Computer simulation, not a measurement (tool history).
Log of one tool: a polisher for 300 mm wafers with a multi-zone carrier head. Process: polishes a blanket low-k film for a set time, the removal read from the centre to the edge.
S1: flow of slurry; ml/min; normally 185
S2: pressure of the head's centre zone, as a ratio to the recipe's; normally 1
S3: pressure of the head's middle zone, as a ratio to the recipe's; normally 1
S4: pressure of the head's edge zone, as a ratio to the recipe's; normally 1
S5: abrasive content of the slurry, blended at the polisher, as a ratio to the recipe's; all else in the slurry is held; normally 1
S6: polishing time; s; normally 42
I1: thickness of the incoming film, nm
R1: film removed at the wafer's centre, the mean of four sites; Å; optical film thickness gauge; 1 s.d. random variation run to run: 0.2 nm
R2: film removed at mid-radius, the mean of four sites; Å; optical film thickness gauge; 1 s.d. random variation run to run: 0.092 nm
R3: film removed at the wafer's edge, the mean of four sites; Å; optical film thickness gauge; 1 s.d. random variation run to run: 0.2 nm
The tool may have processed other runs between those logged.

run	hour	S1	S2	S3	S4	S5	S6	I1	R1	R2	R3
1	0	185	1	1	1	1	31	596.6	98	99	96
# hour 80.8: centre zone pressure recalibrated
2	87.5	185	1	1	1	1	42	596.5	135	133	131
3	154.3	185	1	1	0.96	1	47	589.5	147	151	147
4	223.1	155	1.12	1	1	0.9	42	591.7	138	125	127
5	324.1	185	1	1	1	1	42	585	135	133	135
# hour 498.4: slurry nozzle cleaned
# hour 527: edge zone pressure recalibrated
6	586.3	185	1	1	1	1	42	596.3	135	133	133
# hour 613.5: worn pad replaced by a new one
7	640.9	185	1	1	1.1	1	38	602.4	124	121	126
8	743.1	185	0.97	1	1	1	42	594.7	130	134	132
9	782.8	185	1	1.05	1.1	1	42	597.5	136	139	139
10	845.8	185	1.05	1.05	1.04	1	42	599.9	141	138	136
11	897.6	235	1	1.08	1	1	42	597.7	142	146	135
# hour 932: centre zone pressure recalibrated
12	948.7	185	1.09	1.03	1	1	56	583.3	197	184	180
13	986.4	185	0.93	0.94	0.91	1	54	590.7	160	164	164
# hour 1078.4: slurry nozzle cleaned
# hour 1143.1: carrier head's membrane replaced by a new one
# hour 1173.8: edge zone pressure recalibrated
14	1177.1	185	1	0.92	1	1	53	584.4	172	156	165
15	1252.4	225	1	1	1.04	1	34	581.3	111	110	111
# hour 1285.6: worn pad replaced by a new one
16	1477.1	185	1	1	1	1	42	600.4	136	135	130
17	1549.2	185	1	1	1	1	42	594.9	133	135	131
18	1644.5	185	1	1	1	1	42	602.7	134	134	131
# hour 1704.2: slurry nozzle cleaned
19	1731.8	185	0.92	0.9	1	1	42	581.4	125	124	131
# hour 1751.7: edge zone pressure recalibrated
# hour 1839: worn pad replaced by a new one
20	1839.5	215	1	1.11	1	1.2	42	594.5	143	160	143

Branching from run 20: 5 alternative next runs. What would each branch give?
A	1839.9	185	1	1	1	1	42	588.6	?	?	?
B	1839.9	185	0.92	0.88	1	1	42	588.6	?	?	?
C	1839.9	185	1.07	1	1.04	1	32	588.6	?	?	?
D	1839.9	185	1	0.89	0.93	0.75	42	588.6	?	?	?
E	1839.9	185	1	1.07	1	1.2	30	588.6	?	?	?

run	R1	R2	R3
A	132	136	133
B	122	123	133
C	108	104	103
D	117	109	114
E	102	111	102
Take away the tool's hidden state, keep each run's random variation, and the runs would have read:
run	R1	R2	R3
A	132	136	133
B	122	123	133
C	108	104	103
D	117	109	114
E	102	111	102
